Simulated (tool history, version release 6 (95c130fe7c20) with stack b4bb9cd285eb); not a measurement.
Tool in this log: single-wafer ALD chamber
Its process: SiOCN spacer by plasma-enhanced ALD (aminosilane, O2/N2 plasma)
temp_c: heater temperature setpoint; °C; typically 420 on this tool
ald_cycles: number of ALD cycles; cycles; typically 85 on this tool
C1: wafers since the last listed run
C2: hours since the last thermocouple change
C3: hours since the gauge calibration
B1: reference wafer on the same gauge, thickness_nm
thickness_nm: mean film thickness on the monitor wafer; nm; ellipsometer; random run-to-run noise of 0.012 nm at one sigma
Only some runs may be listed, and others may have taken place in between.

{"run": 1, "hour": 0.0, "temp_c": 430, "ald_cycles": 72, "C1": 0, "C2": 1324.6, "C3": 1238.1, "B1": 5.571, "thickness_nm": 3.983}
{"run": 2, "hour": 27.4, "temp_c": 430, "ald_cycles": 72, "C1": 74, "C2": 1352.0, "C3": 1265.5, "B1": 5.569, "thickness_nm": 3.98}
{"run": 3, "hour": 81.9, "temp_c": 420, "ald_cycles": 85, "C1": 147, "C2": 1406.5, "C3": 1320.0, "B1": 5.571, "thickness_nm": 4.88}
{"run": 4, "hour": 114.1, "temp_c": 420, "ald_cycles": 85, "C1": 87, "C2": 1438.7, "C3": 1352.2, "B1": 5.57, "thickness_nm": 4.873}
{"run": 5, "hour": 157.5, "temp_c": 420, "ald_cycles": 85, "C1": 117, "C2": 1482.1, "C3": 1395.6, "B1": 5.567, "thickness_nm": 4.865}
{"run": 6, "hour": 208.5, "temp_c": 420, "ald_cycles": 85, "C1": 138, "C2": 1533.1, "C3": 1446.6, "B1": 5.566, "thickness_nm": 4.864}
{"run": 7, "hour": 266.8, "temp_c": 420, "ald_cycles": 85, "C1": 157, "C2": 1591.4, "C3": 1504.9, "B1": 5.571, "thickness_nm": 4.87}
{"run": 8, "hour": 333.7, "temp_c": 420, "ald_cycles": 85, "C1": 181, "C2": 1658.3, "C3": 1571.8, "B1": 5.571, "thickness_nm": 4.846}
{"run": 9, "hour": 376.5, "temp_c": 420, "ald_cycles": 89, "C1": 115, "C2": 1701.1, "C3": 1614.6, "B1": 5.568, "thickness_nm": 5.09}
{"run": 10, "hour": 430.0, "temp_c": 420, "ald_cycles": 85, "C1": 144, "C2": 1754.6, "C3": 1668.1, "B1": 5.567, "thickness_nm": 4.865}
{"run": 11, "hour": 475.7, "temp_c": 420, "ald_cycles": 85, "C1": 123, "C2": 1800.3, "C3": 1713.8, "B1": 5.573, "thickness_nm": 4.852}
{"run": 12, "hour": 538.3, "temp_c": 420, "ald_cycles": 85, "C1": 169, "C2": 1862.9, "C3": 1776.4, "B1": 5.569, "thickness_nm": 4.854}
{"run": 13, "hour": 594.3, "temp_c": 420, "ald_cycles": 85, "C1": 151, "C2": 1918.9, "C3": 1832.4, "B1": 5.57, "thickness_nm": 4.863}
{"run": 14, "hour": 642.6, "temp_c": 420, "ald_cycles": 85, "C1": 130, "C2": 1967.2, "C3": 1880.7, "B1": 5.569, "thickness_nm": 4.859}
{"run": 15, "hour": 708.4, "temp_c": 420, "ald_cycles": 85, "C1": 178, "C2": 2033.0, "C3": 1946.5, "B1": 5.573, "thickness_nm": 4.857}
{"run": 16, "hour": 742.8, "temp_c": 420, "ald_cycles": 85, "C1": 93, "C2": 2067.4, "C3": 1980.9, "B1": 5.57, "thickness_nm": 4.85}
{"run": 17, "hour": 807.2, "temp_c": 410, "ald_cycles": 91, "C1": 174, "C2": 2131.8, "C3": 2045.3, "B1": 5.572, "thickness_nm": 5.398}
{"run": 18, "hour": 833.8, "temp_c": 410, "ald_cycles": 91, "C1": 71, "C2": 2158.4, "C3": 2071.9, "B1": 5.571, "thickness_nm": 5.396}
{"run": 19, "hour": 894.5, "temp_c": 410, "ald_cycles": 91, "C1": 164, "C2": 2219.1, "C3": 2132.6, "B1": 5.57, "thickness_nm": 5.368}
{"run": 20, "hour": 951.0, "temp_c": 420, "ald_cycles": 85, "C1": 152, "C2": 2275.6, "C3": 2189.1, "B1": 5.575, "thickness_nm": 4.844}
{"run": 21, "hour": 986.6, "temp_c": 420, "ald_cycles": 85, "C1": 96, "C2": 2311.2, "C3": 2224.7, "B1": 5.569, "thickness_nm": 4.852}
{"run": 22, "hour": 1050.0, "temp_c": 420, "ald_cycles": 85, "C1": 171, "C2": 2374.6, "C3": 2288.1, "B1": 5.573, "thickness_nm": 4.833}
{"hour": 1067.7, "done": "gauge calibrated"}
{"run": 23, "hour": 1089.3, "temp_c": 420, "ald_cycles": 92, "C1": 106, "C2": 2413.9, "C3": 21.6, "B1": 5.574, "thickness_nm": 5.251}
{"run": 24, "hour": 1132.7, "temp_c": 420, "ald_cycles": 85, "C1": 117, "C2": 2457.3, "C3": 65.0, "B1": 5.57, "thickness_nm": 4.852}
{"run": 25, "hour": 1203.6, "temp_c": 407, "ald_cycles": 85, "C1": 191, "C2": 2528.2, "C3": 135.9, "B1": 5.571, "thickness_nm": 5.065}
{"run": 26, "hour": 1272.6, "temp_c": 420, "ald_cycles": 85, "C1": 186, "C2": 2597.2, "C3": 204.9, "B1": 5.569, "thickness_nm": 4.854}
{"run": 27, "hour": 1343.7, "temp_c": 420, "ald_cycles": 99, "C1": 192, "C2": 2668.3, "C3": 276.0, "B1": 5.571, "thickness_nm": 5.636}
{"hour": 1359.3, "done": "thermocouple changed; heater temperature recalibrated"}
{"run": 28, "hour": 1385.3, "temp_c": 420, "ald_cycles": 94, "C1": 90, "C2": 26.0, "C3": 317.6, "B1": 5.569, "thickness_nm": 5.418}
{"run": 29, "hour": 1433.1, "temp_c": 420, "ald_cycles": 85, "C1": 129, "C2": 73.8, "C3": 365.4, "B1": 5.569, "thickness_nm": 4.911}
{"run": 30, "hour": 1501.0, "temp_c": 420, "ald_cycles": 85, "C1": 183, "C2": 141.7, "C3": 433.3, "B1": 5.573, "thickness_nm": 4.899}
{"run": 31, "hour": 1560.2, "temp_c": 409, "ald_cycles": 70, "C1": 160, "C2": 200.9, "C3": 492.5, "B1": 5.569, "thickness_nm": 4.213}
{"run": 32, "hour": 1591.6, "temp_c": 420, "ald_cycles": 85, "C1": 84, "C2": 232.3, "C3": 523.9, "B1": 5.57, "thickness_nm": 4.907}
{"run": 33, "hour": 1622.1, "temp_c": 406, "ald_cycles": 92, "C1": 82, "C2": 262.8, "C3": 554.4, "B1": 5.569, "thickness_nm": 5.587}
{"run": 34, "hour": 1673.5, "temp_c": 428, "ald_cycles": 98, "C1": 139, "C2": 314.2, "C3": 605.8, "B1": 5.568, "thickness_nm": 5.495}
{"run": 35, "hour": 1714.5, "temp_c": 408, "ald_cycles": 98, "C1": 110, "C2": 355.2, "C3": 646.8, "B1": 5.57, "thickness_nm": 5.889}
{"run": 36, "hour": 1750.4, "temp_c": 430, "ald_cycles": 71, "C1": 97, "C2": 391.1, "C3": 682.7, "B1": 5.568, "thickness_nm": 3.946}
{"run": 37, "hour": 1781.4, "temp_c": 420, "ald_cycles": 90, "C1": 83, "C2": 422.1, "C3": 713.7, "B1": 5.57, "thickness_nm": 5.202}
{"run": 38, "hour": 1831.3, "temp_c": 430, "ald_cycles": 85, "C1": 135, "C2": 472.0, "C3": 763.6, "B1": 5.571, "thickness_nm": 4.723}
{"run": 39, "hour": 1859.1, "temp_c": 420, "ald_cycles": 85, "C1": 75, "C2": 499.8, "C3": 791.4, "B1": 5.571, "thickness_nm": 4.919}
{"run": 40, "hour": 1912.6, "temp_c": 410, "ald_cycles": 91, "C1": 144, "C2": 553.3, "C3": 844.9, "B1": 5.571, "thickness_nm": 5.416}
{"run": 41, "hour": 1964.5, "temp_c": 429, "ald_cycles": 85, "C1": 140, "C2": 605.2, "C3": 896.8, "B1": 5.572, "thickness_nm": 4.735}
{"run": 42, "hour": 2017.5, "temp_c": 432, "ald_cycles": 92, "C1": 143, "C2": 658.2, "C3": 949.8, "B1": 5.569, "thickness_nm": 5.047}
{"run": 43, "hour": 2070.3, "temp_c": 407, "ald_cycles": 100, "C1": 142, "C2": 711.0, "C3": 1002.6, "B1": 5.568, "thickness_nm": 6.052}
{"run": 44, "hour": 2127.8, "temp_c": 416, "ald_cycles": 102, "C1": 155, "C2": 768.5, "C3": 1060.1, "B1": 5.567, "thickness_nm": 5.984}
{"run": 45, "hour": 2190.8, "temp_c": 431, "ald_cycles": 92, "C1": 170, "C2": 831.5, "C3": 1123.1, "B1": 5.566, "thickness_nm": 5.083}

Run 46 has not been measured yet. What should we expect?
{"run": 46, "hour": 2233.3, "temp_c": 433, "ald_cycles": 85, "C1": 115, "C2": 874.0, "C3": 1165.6, "B1": "?", "thickness_nm": "?"}

B1: 5.568
thickness_nm: 4.647 nm
With the hidden condition absent and the run-to-run variation left alone, this run would have shown thickness_nm 4.671 nm.

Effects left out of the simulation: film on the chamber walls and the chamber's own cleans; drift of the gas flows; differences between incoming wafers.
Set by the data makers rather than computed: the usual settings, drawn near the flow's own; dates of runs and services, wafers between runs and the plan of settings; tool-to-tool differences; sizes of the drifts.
